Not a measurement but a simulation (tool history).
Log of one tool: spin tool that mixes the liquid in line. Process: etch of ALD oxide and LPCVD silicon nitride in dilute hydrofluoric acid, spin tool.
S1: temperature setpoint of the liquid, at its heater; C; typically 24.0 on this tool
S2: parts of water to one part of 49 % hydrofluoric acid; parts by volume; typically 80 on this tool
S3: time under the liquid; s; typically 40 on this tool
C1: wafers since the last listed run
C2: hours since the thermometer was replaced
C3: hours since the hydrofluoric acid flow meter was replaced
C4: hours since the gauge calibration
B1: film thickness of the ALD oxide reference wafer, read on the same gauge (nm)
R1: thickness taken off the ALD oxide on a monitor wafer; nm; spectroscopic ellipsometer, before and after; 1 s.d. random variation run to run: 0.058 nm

run   hour    S1   S2  S3   C1      C2      C3     C4     B1     R1
  1    0.0  24.0   80  40    0  1465.8   804.7  629.9  50.00   7.60
  2   27.9  24.0   80  40  393  1493.7   832.6  657.8  49.99   7.68
  3   59.8  22.0   80  40  450  1525.6   864.5  689.7  49.99   7.09
  4   92.3  22.0   80  40  458  1558.1   897.0  722.2  50.01   6.98
  5  137.6  24.0   80  40  639  1603.4   942.3  767.5  50.01   7.61
  6  166.9  25.5   95  40  413  1632.7   971.6  796.8  50.00   6.70
  7  182.4  24.0  110  40  218  1648.2   987.1  812.3  50.01   5.34
  8  210.2  20.5  115  65  392  1676.0  1014.9  840.1  49.98   7.17
  9  244.5  24.0   80  40  484  1710.3  1049.2  874.4  50.03   7.78
 10  262.0  20.0   65  65  247  1727.8  1066.7  891.9  50.00  13.31
     282.6  -- hydrofluoric acid flow meter replaced
 11  295.5  28.5  105  50  458  1761.3    12.9  925.4  50.02   8.43
     323.5  -- gauge calibrated
 12  328.0  27.5   80  30  458  1793.8    45.4    4.5  50.01   6.63
 13  353.6  26.0   80  50  361  1819.4    71.0   30.1  50.02  10.26
 14  367.4  24.0  100  60  194  1833.2    84.8   43.9  50.00   8.91
 15  400.6  24.0  115  40  468  1866.4   118.0   77.1  50.01   5.14
 16  434.7  19.5   70  20  481  1900.5   152.1  111.2  50.02   3.64
     441.2  -- thermometer replaced
 17  460.6  27.5   80  30  351    19.4   178.0  137.1  49.99   6.55
 18  483.7  24.0   80  40  326    42.5   201.1  160.2  50.01   7.57
 19  515.2  24.0   80  40  444    74.0   232.6  191.7  50.02   7.68
 20  534.3  24.0   80  40  269    93.1   251.7  210.8  49.99   7.66
 21  567.5  22.0   70  50  468   126.3   284.9  244.0  50.00  10.23
 22  588.5  26.5  115  55  296   147.3   305.9  265.0  49.99   7.66
 23  622.6  24.0   70  40  481   181.4   340.0  299.1  50.00   8.84
 24  683.8  29.0  100  60  863   242.6   401.2  360.3  50.02  10.89
 25  711.3  24.0   80  40  388   270.1   428.7  387.8  50.03   7.59

Predict the results of run 26:
 26  744.5  24.0  80  40  468  303.3  461.9  421.0   ?   ?

{"run 26": {"B1": 50.03, "R1": 7.67}}
Without the tool's hidden state the same run would have given R1 7.67 nm.
